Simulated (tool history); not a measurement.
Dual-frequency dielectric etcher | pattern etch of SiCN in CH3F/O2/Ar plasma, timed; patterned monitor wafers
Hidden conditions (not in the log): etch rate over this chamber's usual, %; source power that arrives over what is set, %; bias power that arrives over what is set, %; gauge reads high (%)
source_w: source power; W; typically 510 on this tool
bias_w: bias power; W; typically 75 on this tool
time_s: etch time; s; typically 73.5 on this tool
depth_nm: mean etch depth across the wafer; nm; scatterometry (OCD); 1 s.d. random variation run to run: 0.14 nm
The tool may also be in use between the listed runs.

run,hour,source_w,bias_w,time_s,wafers since the last listed run,hours since the last wet clean,hours since the last source power generator calibration,hours since the last bias power generator calibration,hours since the last upper electrode change,hours since the gauge calibration,"read-back reference wafer on the same gauge, depth_nm",depth_nm
1,0.0,510,79,59.5,0,558.8,2245.8,2538.0,2444.8,40.1,33.59,27.04
2,16.6,510,79,59.5,222,575.4,2262.4,2554.6,2461.4,56.7,33.65,26.94
3,33.8,510,79,59.5,230,592.6,2279.6,2571.8,2478.6,73.9,33.61,27.13
4,39.8,510,75,73.5,80,598.6,2285.6,2577.8,2484.6,79.9,33.59,32.71
5,50.2,510,82,73.5,139,609.0,2296.0,2588.2,2495.0,90.3,33.57,33.87
6,59.7,510,82,73.5,127,618.5,2305.5,2597.7,2504.5,99.8,33.60,33.34
# hour 85.8: wet clean of the chamber
# hour 87.2: source power generator calibrated
7,87.7,510,82,73.5,35,1.9,0.5,2625.7,2532.5,127.8,33.60,35.38
8,88.0,510,79,65.5,4,2.2,0.8,2626.0,2532.8,128.1,33.63,31.11
9,95.8,510,75,73.5,104,10.0,8.6,2633.8,2540.6,135.9,33.60,34.56
10,106.4,570,59,65.0,142,20.6,19.2,2644.4,2551.2,146.5,33.60,28.98
# hour 112.5: bias power generator calibrated
# hour 119.4: gauge calibrated
# hour 145.1: upper electrode replaced
11,145.6,640,91,73.5,150,59.8,58.4,33.1,0.5,26.2,33.57,39.14
12,146.0,510,86,73.5,5,60.2,58.8,33.5,0.9,26.6,33.59,35.81
13,151.4,510,75,73.5,72,65.6,64.2,38.9,6.3,32.0,33.61,34.22
14,164.8,580,90,52.0,179,79.0,77.6,52.3,19.7,45.4,33.57,26.62
15,176.6,510,88,66.5,158,90.8,89.4,64.1,31.5,57.2,33.61,32.81
16,188.4,510,75,83.5,158,102.6,101.2,75.9,43.3,69.0,33.59,38.59
17,206.4,630,75,94.5,241,120.6,119.2,93.9,61.3,87.0,33.55,46.53

Predict the results of run 18:
18,222.2,510,75,73.5,211,136.4,135.0,109.7,77.1,102.8,?,?

Logged for run 18: read-back reference wafer on the same gauge, depth_nm 33.63, depth_nm 34.07 nm.
The same run, on a tool lacking any hidden state, would have yielded depth_nm 34.40 nm.
